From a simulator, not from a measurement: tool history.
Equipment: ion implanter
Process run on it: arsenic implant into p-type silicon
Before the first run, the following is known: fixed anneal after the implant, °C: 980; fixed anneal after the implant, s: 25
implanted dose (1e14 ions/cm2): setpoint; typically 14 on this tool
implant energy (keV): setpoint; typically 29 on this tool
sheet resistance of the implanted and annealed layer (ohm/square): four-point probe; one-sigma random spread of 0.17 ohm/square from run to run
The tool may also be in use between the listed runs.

run	day	implanted dose (1e14 ions/cm2)	implant energy (keV)	read-back reference wafer on the same gauge, sheet resistance	sheet resistance of the implanted and annealed layer (ohm/square)
1	0	14	34	127.95	104.29
2	2.85	14	34	128.05	104.01
3	5.442	14	34	128.06	104.16
4	7.996	14	29	128.02	110.67
5	9.238	14	29	127.94	110.16
6	11.508	14	29	128.01	110.71
7	14.267	14	25.5	127.97	116.46
8	15.717	14	25.5	127.99	116.21
9	18.312	14	25.5	128	115.85
10	20.1	14	29	127.95	110.13
11	22.458	14	29	127.98	110.21
# day 23.417: gauge calibrated
12	24.138	10.88	26	128.05	126.34
# day 26.358: extraction supply calibrated
13	26.375	12.12	21	128.02	131.13
# day 27.025: Faraday cup replaced and dose calibrated
14	29.083	10.05	29	128.09	129.6
15	30.212	10.53	29	128.04	126.53
16	32.696	12.52	38	128.06	106.17
17	34.525	14	29	127.97	111.6
18	36.933	10.06	29	127.97	129.47
19	38.808	14	29	128.12	111.84
20	41.988	10.11	38.5	127.97	118.66
21	43.65	14	25.5	128.03	117.16
22	44.725	14	29	127.92	111.35
23	46.708	11.86	29	128.07	118.9

Predict each of these 3 candidate next runs independently; none follows another, all start after run 23:
A	46.725	14	29	?	?
B	46.725	10.38	21	?	?
C	46.725	11.42	29	?	?

run	read-back reference wafer on the same gauge, sheet resistance	sheet resistance of the implanted and annealed layer (ohm/square)
A	128.04	111.52
B	128.04	141.1
C	128.04	121.02
Without the tool's hidden state the same runs would have given:
run	sheet resistance of the implanted and annealed layer (ohm/square)
A	111.81
B	141.6
C	121.47
